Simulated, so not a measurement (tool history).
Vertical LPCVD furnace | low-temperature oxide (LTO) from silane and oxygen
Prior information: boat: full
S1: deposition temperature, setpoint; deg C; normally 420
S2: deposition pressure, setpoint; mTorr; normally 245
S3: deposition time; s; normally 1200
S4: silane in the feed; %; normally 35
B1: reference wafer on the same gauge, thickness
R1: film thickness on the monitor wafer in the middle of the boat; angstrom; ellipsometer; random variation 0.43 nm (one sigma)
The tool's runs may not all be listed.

| run | day | S1 | S2 | S3 | S4 | B1 | R1 |
|---|---|---|---|---|---|---|---|
| 1 | 0.000 | 414 | 245 | 1200 | 35 | 188.00 | 1709.6 |
| 2 | 2.033 | 414 | 245 | 1200 | 35 | 188.01 | 1709.0 |
| 3 | 4.279 | 414 | 245 | 1200 | 35 | 187.91 | 1698.5 |
| 4 | 5.783 | 420 | 270 | 1200 | 35 | 188.00 | 2010.5 |
| 5 | 7.054 | 420 | 245 | 1380 | 35 | 188.00 | 2084.9 |
| 6 | 8.429 | 420 | 245 | 1380 | 35 | 188.07 | 2082.3 |
|  | 11.229 | pressure gauge zeroed |
| 7 | 11.412 | 420 | 245 | 1380 | 35 | 188.04 | 2197.7 |
|  | 13.504 | gauge calibrated |
|  | 14.038 | silane flow controller replaced |
| 8 | 14.058 | 420 | 245 | 1200 | 35 | 187.98 | 1994.6 |
| 9 | 15.008 | 430 | 280 | 1380 | 31 | 188.04 | 2483.0 |
|  | 18.008 | thermocouples replaced and temperature profile calibrated |
| 10 | 18.029 | 414 | 245 | 1200 | 35 | 188.10 | 1860.0 |
| 11 | 20.008 | 432 | 295 | 1500 | 40 | 187.92 | 3964.8 |
| 12 | 22.871 | 420 | 245 | 1200 | 35 | 188.00 | 1979.6 |
| 13 | 25.212 | 420 | 245 | 1200 | 38 | 188.04 | 2201.5 |
| 14 | 26.492 | 420 | 185 | 870 | 40 | 188.02 | 1270.4 |
| 15 | 28.533 | 415 | 245 | 1200 | 35 | 187.98 | 1865.6 |
|  | 29.579 | gauge calibrated |
| 16 | 29.738 | 411 | 245 | 720 | 35 | 188.04 | 1072.7 |
| 17 | 32.288 | 420 | 245 | 1200 | 35 | 187.97 | 1971.0 |

Consider 5 possible next runs. They are alternatives, not a sequence: every one starts from the tool as it was left by run 17. What does each give?
| A | 32.421 | 420 | 245 | 1200 | 35 | ? | ? |
| B | 32.421 | 420 | 245 | 750 | 35 | ? | ? |
| C | 32.421 | 426 | 225 | 840 | 41 | ? | ? |
| D | 32.421 | 420 | 280 | 840 | 35 | ? | ? |
| E | 32.421 | 420 | 245 | 960 | 35 | ? | ? |

| run | B1 | R1 |
|---|---|---|
| A | 187.98 | 1969.9 |
| B | 187.98 | 1231.2 |
| C | 187.98 | 1626.4 |
| D | 187.98 | 1576.4 |
| E | 187.98 | 1575.9 |
Without the tool's hidden state the same runs would have given:
| run | R1 |
|---|---|
| A | 1995.0 |
| B | 1246.9 |
| C | 1643.5 |
| D | 1596.0 |
| E | 1596.0 |
